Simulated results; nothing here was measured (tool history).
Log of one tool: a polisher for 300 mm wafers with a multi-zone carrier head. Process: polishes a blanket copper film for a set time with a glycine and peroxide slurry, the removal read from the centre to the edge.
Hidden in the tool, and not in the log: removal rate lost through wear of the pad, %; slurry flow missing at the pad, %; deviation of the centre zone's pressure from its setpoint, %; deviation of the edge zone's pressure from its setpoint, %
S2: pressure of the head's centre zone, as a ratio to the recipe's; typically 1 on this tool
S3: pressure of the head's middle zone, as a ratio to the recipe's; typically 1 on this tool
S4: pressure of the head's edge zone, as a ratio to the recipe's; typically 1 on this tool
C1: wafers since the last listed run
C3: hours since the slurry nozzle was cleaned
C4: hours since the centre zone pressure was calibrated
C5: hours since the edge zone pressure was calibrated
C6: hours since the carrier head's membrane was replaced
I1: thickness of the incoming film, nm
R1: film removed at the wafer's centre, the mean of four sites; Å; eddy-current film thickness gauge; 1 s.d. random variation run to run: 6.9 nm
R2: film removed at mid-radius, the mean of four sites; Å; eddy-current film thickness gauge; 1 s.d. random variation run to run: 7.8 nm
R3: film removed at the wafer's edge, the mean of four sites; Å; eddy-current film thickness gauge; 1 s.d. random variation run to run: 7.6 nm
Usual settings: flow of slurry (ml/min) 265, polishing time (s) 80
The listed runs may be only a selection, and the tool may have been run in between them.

run 1 hour=0 | flow_of_slurry_(ml/min)=265 S2=1 S3=1 S4=1 polishing_time_(s)=80 | C1=0 wafers_polished_on_this_pad=105 C3=271.5 C4=973.4 C5=534.3 C6=706.8 | I1=1989.3 | R1=5659 R2=5762 R3=5655
run 2 hour=27.3 | flow_of_slurry_(ml/min)=265 S2=1 S3=1 S4=1 polishing_time_(s)=80 | C1=334 wafers_polished_on_this_pad=440 C3=298.8 C4=1000.7 C5=561.6 C6=734.1 | I1=2059.2 | R1=5467 R2=5725 R3=5455
run 3 hour=41.8 | flow_of_slurry_(ml/min)=265 S2=1 S3=1 S4=1 polishing_time_(s)=80 | C1=177 wafers_polished_on_this_pad=617 C3=313.3 C4=1015.2 C5=576.1 C6=748.6 | I1=2025.2 | R1=5305 R2=5467 R3=5409
run 4 hour=70.7 | flow_of_slurry_(ml/min)=265 S2=1 S3=1 S4=1 polishing_time_(s)=80 | C1=353 wafers_polished_on_this_pad=971 C3=342.2 C4=1044.1 C5=605 C6=777.5 | I1=2000.7 | R1=5184 R2=5273 R3=5188
-- hour=78.4 worn pad replaced by a new one
run 5 hour=87.6 | flow_of_slurry_(ml/min)=265 S2=1 S3=1 S4=1 polishing_time_(s)=80 | C1=157 wafers_polished_on_this_pad=112 C3=359.1 C4=1061 C5=621.9 C6=794.4 | I1=2003.8 | R1=5540 R2=5718 R3=5469
run 6 hour=116.4 | flow_of_slurry_(ml/min)=200 S2=1 S3=1 S4=1 polishing_time_(s)=80 | C1=352 wafers_polished_on_this_pad=464 C3=387.9 C4=1089.8 C5=650.7 C6=823.2 | I1=2007 | R1=5272 R2=5446 R3=5427
run 7 hour=142.5 | flow_of_slurry_(ml/min)=265 S2=1 S3=1 S4=1 polishing_time_(s)=80 | C1=319 wafers_polished_on_this_pad=784 C3=414 C4=1115.9 C5=676.8 C6=849.3 | I1=2039.8 | R1=5389 R2=5518 R3=5362
-- hour=168.5 worn pad replaced by a new one
run 8 hour=170.7 | flow_of_slurry_(ml/min)=265 S2=1 S3=1 S4=1 polishing_time_(s)=80 | C1=296 wafers_polished_on_this_pad=27 C3=442.2 C4=1144.1 C5=705 C6=877.5 | I1=2057 | R1=5449 R2=5690 R3=5550
run 9 hour=186.8 | flow_of_slurry_(ml/min)=290 S2=1 S3=1 S4=1.05 polishing_time_(s)=80 | C1=197 wafers_polished_on_this_pad=224 C3=458.3 C4=1160.2 C5=721.1 C6=893.6 | I1=2047 | R1=5465 R2=5764 R3=5552
run 10 hour=215.9 | flow_of_slurry_(ml/min)=265 S2=1 S3=1 S4=1 polishing_time_(s)=80 | C1=356 wafers_polished_on_this_pad=581 C3=487.4 C4=1189.3 C5=750.2 C6=922.7 | I1=2040 | R1=5472 R2=5658 R3=5516
-- hour=222.6 edge zone pressure recalibrated
run 11 hour=239.7 | flow_of_slurry_(ml/min)=265 S2=1 S3=0.92 S4=1 polishing_time_(s)=80 | C1=266 wafers_polished_on_this_pad=848 C3=511.2 C4=1213.1 C5=17.1 C6=946.5 | I1=2040.1 | R1=5327 R2=5081 R3=5200
-- hour=252.7 worn pad replaced by a new one
run 12 hour=265.7 | flow_of_slurry_(ml/min)=265 S2=1 S3=1 S4=1 polishing_time_(s)=80 | C1=269 wafers_polished_on_this_pad=159 C3=537.2 C4=1239.1 C5=43.1 C6=972.5 | I1=2007 | R1=5477 R2=5755 R3=5473
-- hour=279.5 centre zone pressure recalibrated
-- hour=295.3 carrier head's membrane replaced by a new one
run 13 hour=300 | flow_of_slurry_(ml/min)=330 S2=1 S3=1.06 S4=1.04 polishing_time_(s)=102 | C1=334 wafers_polished_on_this_pad=493 C3=571.5 C4=20.5 C5=77.4 C6=4.7 | I1=1990.4 | R1=6972 R2=7804 R3=7156
run 14 hour=320.6 | flow_of_slurry_(ml/min)=265 S2=1.05 S3=1 S4=1 polishing_time_(s)=106 | C1=252 wafers_polished_on_this_pad=745 C3=592.1 C4=41.1 C5=98 C6=25.3 | I1=2048.5 | R1=7409 R2=7264 R3=7039
-- hour=331.9 worn pad replaced by a new one
run 15 hour=345.9 | flow_of_slurry_(ml/min)=195 S2=1 S3=1 S4=1 polishing_time_(s)=80 | C1=260 wafers_polished_on_this_pad=171 C3=617.4 C4=66.4 C5=123.3 C6=50.6 | I1=2022 | R1=5336 R2=5552 R3=5659
-- hour=367.6 slurry nozzle cleaned
run 16 hour=371.6 | flow_of_slurry_(ml/min)=265 S2=1 S3=1 S4=1 polishing_time_(s)=80 | C1=302 wafers_polished_on_this_pad=474 C3=4 C4=92.1 C5=149 C6=76.3 | I1=2017.5 | R1=5559 R2=5529 R3=5483
run 17 hour=404.5 | flow_of_slurry_(ml/min)=265 S2=0.89 S3=1.05 S4=1 polishing_time_(s)=98 | C1=402 wafers_polished_on_this_pad=877 C3=36.9 C4=125 C5=181.9 C6=109.2 | I1=2033.4 | R1=5841 R2=6912 R3=6623
run 18 hour=431.5 | flow_of_slurry_(ml/min)=265 S2=1.05 S3=1 S4=1 polishing_time_(s)=80 | C1=330 wafers_polished_on_this_pad=1207 C3=63.9 C4=152 C5=208.9 C6=136.2 | I1=2034 | R1=5232 R2=5159 R3=5053
-- hour=436.4 worn pad replaced by a new one
run 19 hour=461.7 | flow_of_slurry_(ml/min)=265 S2=1 S3=1 S4=1 polishing_time_(s)=80 | C1=320 wafers_polished_on_this_pad=309 C3=94.1 C4=182.2 C5=239.1 C6=166.4 | I1=2023.7 | R1=5467 R2=5766 R3=5612

Measured result minus the same run's result without the hidden state. Both carry the same run-to-run variation, though not necessarily the same gauge scatter:
run=1 R1=-53 R2=-54 R3=-53
run=2 R1=-119 R2=-125 R3=-120
run=3 R1=-186 R2=-191 R3=-190
run=4 R1=-399 R2=-405 R3=-400
run=5 R1=-81 R2=-83 R3=-80
run=6 R1=-152 R2=-157 R3=-156
run=7 R1=-311 R2=-318 R3=-309
run=8 R1=-42 R2=-44 R3=-43
run=9 R1=-61 R2=-64 R3=-62
run=10 R1=-170 R2=-176 R3=-171
run=11 R1=-330 R2=-315 R3=-323
run=12 R1=-44 R2=-47 R3=-44
run=13 R1=-206 R2=-231 R3=-212
run=14 R1=-411 R2=-403 R3=-389
run=15 R1=-12 R2=-13 R3=-13
run=16 R1=-91 R2=-90 R3=-90
run=17 R1=-327 R2=-387 R3=-371
run=18 R1=-578 R2=-570 R3=-558
run=19 R1=-111 R2=-117 R3=-114
